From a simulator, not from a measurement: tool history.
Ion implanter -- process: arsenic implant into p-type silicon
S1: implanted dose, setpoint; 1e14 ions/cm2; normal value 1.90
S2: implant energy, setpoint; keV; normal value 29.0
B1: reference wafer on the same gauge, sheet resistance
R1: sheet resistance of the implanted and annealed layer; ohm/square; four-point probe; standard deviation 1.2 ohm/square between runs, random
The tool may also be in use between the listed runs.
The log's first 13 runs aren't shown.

| run | hour | S1 | S2 | B1 | R1 |
|---|---|---|---|---|---|
| 14 | 378.6 | 1.90 | 29.0 | 471.73 | 421.41 |
| 15 | 399.2 | 1.90 | 26.0 | 471.87 | 430.88 |
|  | 431.0 | Faraday cup replaced and dose calibrated |
| 16 | 445.8 | 1.90 | 26.0 | 471.46 | 429.44 |
|  | 485.3 | extraction supply calibrated |
| 17 | 537.0 | 1.90 | 29.0 | 472.25 | 422.76 |
| 18 | 552.0 | 2.37 | 33.5 | 472.18 | 353.44 |
| 19 | 581.5 | 1.90 | 29.0 | 472.78 | 422.63 |
| 20 | 599.5 | 1.90 | 29.0 | 472.01 | 424.61 |
| 21 | 624.4 | 1.90 | 29.0 | 472.24 | 423.94 |
|  | 638.7 | gauge calibrated |
| 22 | 642.9 | 1.34 | 29.0 | 471.92 | 544.21 |
| 23 | 673.3 | 2.12 | 26.5 | 471.99 | 396.05 |
| 24 | 708.3 | 1.90 | 29.0 | 471.79 | 423.62 |
| 25 | 736.8 | 2.12 | 23.5 | 471.85 | 403.40 |
| 26 | 750.7 | 1.90 | 29.0 | 471.99 | 421.90 |
| 27 | 769.3 | 2.08 | 32.5 | 471.04 | 390.90 |
| 28 | 789.6 | 1.49 | 21.0 | 472.36 | 529.11 |
| 29 | 878.7 | 1.73 | 29.0 | 471.93 | 453.42 |
| 30 | 900.9 | 1.90 | 29.0 | 471.74 | 421.01 |
| 31 | 933.7 | 1.43 | 29.0 | 472.04 | 519.99 |
| 32 | 945.9 | 2.37 | 33.5 | 471.73 | 352.00 |
| 33 | 960.3 | 2.31 | 19.5 | 471.83 | 388.52 |
| 34 | 1014.9 | 1.90 | 37.0 | 471.72 | 407.56 |
| 35 | 1046.0 | 1.90 | 29.0 | 472.22 | 425.21 |
| 36 | 1058.5 | 1.53 | 35.0 | 472.42 | 481.43 |
| 37 | 1072.8 | 2.21 | 37.0 | 471.90 | 366.18 |

4 options for the next run, each taken on its own from the tool as it stands now. Forecast them:
| A | 1073.2 | 1.45 | 29.0 | ? | ? |
| B | 1073.2 | 1.37 | 29.0 | ? | ? |
| C | 1073.2 | 2.23 | 23.5 | ? | ? |
| D | 1073.2 | 2.25 | 37.5 | ? | ? |

| run | B1 | R1 |
|---|---|---|
| A | 472.07 | 514.16 |
| B | 472.07 | 535.26 |
| C | 472.07 | 387.71 |
| D | 472.07 | 359.66 |
Stripped of hidden state, with their random variation kept, the same runs would have yielded:
| run | R1 |
|---|---|
| A | 514.16 |
| B | 535.26 |
| C | 387.71 |
| D | 359.66 |

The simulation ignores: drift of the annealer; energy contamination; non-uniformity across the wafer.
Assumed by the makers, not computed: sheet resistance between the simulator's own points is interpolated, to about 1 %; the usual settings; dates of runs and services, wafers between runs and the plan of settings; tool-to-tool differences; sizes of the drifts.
